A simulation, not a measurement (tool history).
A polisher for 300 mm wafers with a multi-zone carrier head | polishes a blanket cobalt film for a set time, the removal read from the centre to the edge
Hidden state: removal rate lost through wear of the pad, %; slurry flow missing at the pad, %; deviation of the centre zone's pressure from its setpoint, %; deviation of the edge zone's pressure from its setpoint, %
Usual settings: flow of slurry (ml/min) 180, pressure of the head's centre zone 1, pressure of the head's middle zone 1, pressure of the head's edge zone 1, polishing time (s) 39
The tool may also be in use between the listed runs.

run	day	flow of slurry (ml/min)	pressure of the head's centre zone	pressure of the head's middle zone	pressure of the head's edge zone	polishing time (s)	wafers since the last listed run	wafers polished on this pad	hours since the slurry nozzle was cleaned	hours since the centre zone pressure was calibrated	hours since the edge zone pressure was calibrated	hours since the carrier head's membrane was replaced	incoming thickness of the incoming film, nm	film removed at the wafer's centre (angstrom)	film removed at mid-radius (angstrom)	film removed at the wafer's edge (angstrom)
1	0	180	1	1	1	31	0	1376	32.4	369.1	68.4	1621.9	636.2	1458	1576	1575
2	0.317	220	1	1	1	39	61	1437	40	376.7	76	1629.5	642.9	1912	2034	2003
# day 0.925: centre zone pressure recalibrated
3	0.946	180	1	1	1	53	105	1542	55.1	0.5	91.1	1644.6	624.1	2586	2687	2732
# day 1.162: worn pad replaced by a new one
4	1.288	180	1	1	1.05	39	33	23	63.3	8.7	99.3	1652.8	627.8	1968	1993	2022
5	1.642	200	1	1	1	39	68	91	71.8	17.2	107.8	1661.3	628.6	1957	2016	2020
6	2.333	245	1	1	1	39	133	225	88.4	33.8	124.4	1677.9	639.9	2026	2063	2040
7	2.6	180	1	1	1	39	51	276	94.8	40.2	130.8	1684.3	631.2	1943	1974	1994
# day 3.025: carrier head's membrane replaced by a new one
8	3.317	180	1	1	1	39	97	374	112	57.4	148	7	625.4	1923	1982	1977
9	4.021	180	1	1	0.91	39	135	510	128.9	74.3	164.9	23.9	632.2	1909	1992	1929
10	4.638	180	1	1.07	1.06	52	118	629	143.7	89.1	179.7	38.7	641.1	2594	2833	2695
11	5.146	155	0.93	1	1	39	97	727	155.9	101.3	191.9	50.9	634.3	1750	1920	1956
12	5.683	205	1.07	1	1.11	28	103	830	168.8	114.2	204.8	63.8	628.9	1506	1446	1516
13	6.192	180	1	1	1	39	97	928	181	126.4	217	76	634.4	1913	1961	2026
14	6.596	240	1	1	1	39	77	1006	190.7	136.1	226.7	85.7	635.7	1991	2031	2038
15	7.783	235	1	0.93	1	43	228	1235	219.2	164.6	255.2	114.2	626.3	2183	2115	2257
16	8.183	235	1	0.93	1	43	77	1312	228.8	174.2	264.8	123.8	629.4	2184	2135	2220
17	8.55	180	1	0.95	1	39	70	1383	237.6	183	273.6	132.6	638	1868	1925	1998
18	8.842	180	1	1	1	39	56	1439	244.6	190	280.6	139.6	622	1861	1957	1980
# day 9.058: worn pad replaced by a new one
19	9.375	220	1.06	1	1	39	70	60	257.4	202.8	293.4	152.4	627.4	2027	2037	2016
20	10.167	130	1	1	0.9	39	152	213	276.4	221.8	312.4	171.4	624.9	1782	1855	1831
21	10.867	130	0.9	1	1	29	134	348	293.2	238.6	329.2	188.2	624.6	1165	1364	1407
22	11.404	240	1	1	1.04	39	103	451	306.1	251.5	342.1	201.1	632.4	1943	2038	2068
23	11.712	180	1	1	1.05	39	59	511	313.5	258.9	349.5	208.5	629.3	1838	1954	2019

The same runs without the tool's hidden state, with the same run-to-run variation:
run	film removed at the wafer's centre (angstrom)	film removed at mid-radius (angstrom)	film removed at the wafer's edge (angstrom)
1	1546	1576	1576
2	2034	2035	2003
3	2597	2689	2733
4	1976	1995	2023
5	1966	2019	2022
6	2036	2066	2042
7	1955	1978	1997
8	1938	1987	1980
9	1928	1999	1934
10	2625	2845	2703
11	1775	1931	1964
12	1529	1453	1522
13	1948	1974	2036
14	2028	2043	2047
15	2239	2132	2271
16	2245	2154	2235
17	1930	1947	2016
18	1926	1982	1998
19	2102	2061	2034
20	1875	1894	1858
21	1234	1397	1431
22	2046	2072	2093
23	1951	1997	2051
